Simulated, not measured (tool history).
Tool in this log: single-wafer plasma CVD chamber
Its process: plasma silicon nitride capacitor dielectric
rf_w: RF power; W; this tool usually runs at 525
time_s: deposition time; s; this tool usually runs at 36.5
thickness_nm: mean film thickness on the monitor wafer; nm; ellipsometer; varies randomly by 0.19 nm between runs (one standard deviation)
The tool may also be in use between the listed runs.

run	day	rf_w	time_s	wafers since the last listed run	hours since the last RF generator calibration	hours since the showerhead was replaced	hours since the gauge calibration	read-back reference wafer on the same gauge, thickness_nm	thickness_nm
1	0	525	36.5	0	2340.9	4202.4	290.2	64.314	54.178
2	0.996	465	38.5	722	2364.8	4226.3	314.1	64.399	54.287
3	2.108	465	38.5	807	2391.5	4253	340.8	64.373	54.153
4	3.521	525	36.5	1024	2425.4	4286.9	374.7	64.417	54.215
5	4.617	525	36.5	794	2451.7	4313.2	401	64.354	54.468
6	5.929	525	36.5	952	2483.2	4344.7	432.5	64.416	54.274
7	9.475	525	36.5	2572	2568.3	4429.8	517.6	64.421	53.998
8	10.958	460	36.5	1076	2603.9	4465.4	553.2	64.522	50.525
# day 12.65: RF generator calibrated
9	12.671	460	36.5	1000	0.5	4506.5	594.3	64.375	53.513
10	13.208	460	36.5	389	13.4	4519.4	607.2	64.42	53.171
11	13.721	525	36.5	371	25.7	4531.7	619.5	64.409	56.482
12	15	525	36.5	927	56.4	4562.4	650.2	64.379	56.237
13	15.812	525	36.5	589	75.9	4581.9	669.7	64.465	56.562
14	17.288	525	36.5	1070	111.3	4617.3	705.1	64.544	56.603
# day 17.633: showerhead replaced
15	17.85	565	36.5	166	124.8	5.2	718.6	64.281	58.664
16	20.629	525	36.5	2016	191.5	71.9	785.3	64.29	56.503
17	21.688	525	36.5	767	216.9	97.3	810.7	64.361	56.574
18	22.554	525	36.5	628	237.7	118.1	831.5	64.403	56.476
19	24.05	615	36.5	1085	273.6	154	867.4	64.363	60.845
20	24.796	580	36.5	541	291.5	171.9	885.3	64.345	59.469
21	26.133	495	30.3	970	323.6	204	917.4	64.51	45.851
# day 27.183: gauge calibrated
22	27.392	440	41.5	912	353.8	234.2	5	64.268	59.1
23	28.146	525	30.6	547	371.9	252.3	23.1	64.413	47.747
24	29.054	555	33	658	393.7	274.1	44.9	64.385	52.242
25	30.092	525	36.5	752	418.6	299	69.8	64.329	56.848
26	31.242	480	30.7	834	446.2	326.6	97.4	64.425	45.482
27	32.638	480	30.7	1012	479.7	360.1	130.9	64.483	45.592
28	33.925	465	32	934	510.6	391	161.8	64.436	46.393
29	34.808	565	30.2	640	531.8	412.2	183	64.269	48.433
30	36.254	525	36.5	1048	566.5	446.9	217.7	64.416	56.54
31	36.996	580	38.7	538	584.3	464.7	235.5	64.521	62.61
32	37.779	560	42	568	603.1	483.5	254.3	64.434	66.91
33	38.992	480	34.5	879	632.2	512.6	283.4	64.341	51.256
34	39.538	560	41.6	395	645.3	525.7	296.5	64.381	66.17
35	40.862	625	41.7	961	677.1	557.5	328.3	64.47	70.052
36	41.492	440	30.5	456	692.2	572.6	343.4	64.473	43.357

3 options for the next run, each taken on its own from the tool as it stands now. Forecast them:
A	41.508	480	36.5	12	692.6	573	343.8	?	?
B	41.508	440	41.4	12	692.6	573	343.8	?	?
C	41.508	525	42.2	12	692.6	573	343.8	?	?

run	read-back reference wafer on the same gauge, thickness_nm	thickness_nm
A	64.404	53.915
B	64.404	58.478
C	64.404	65.103
Stripped of hidden state, with their random variation kept, the same runs would have yielded:
run	thickness_nm
A	54.169
B	58.753
C	65.409
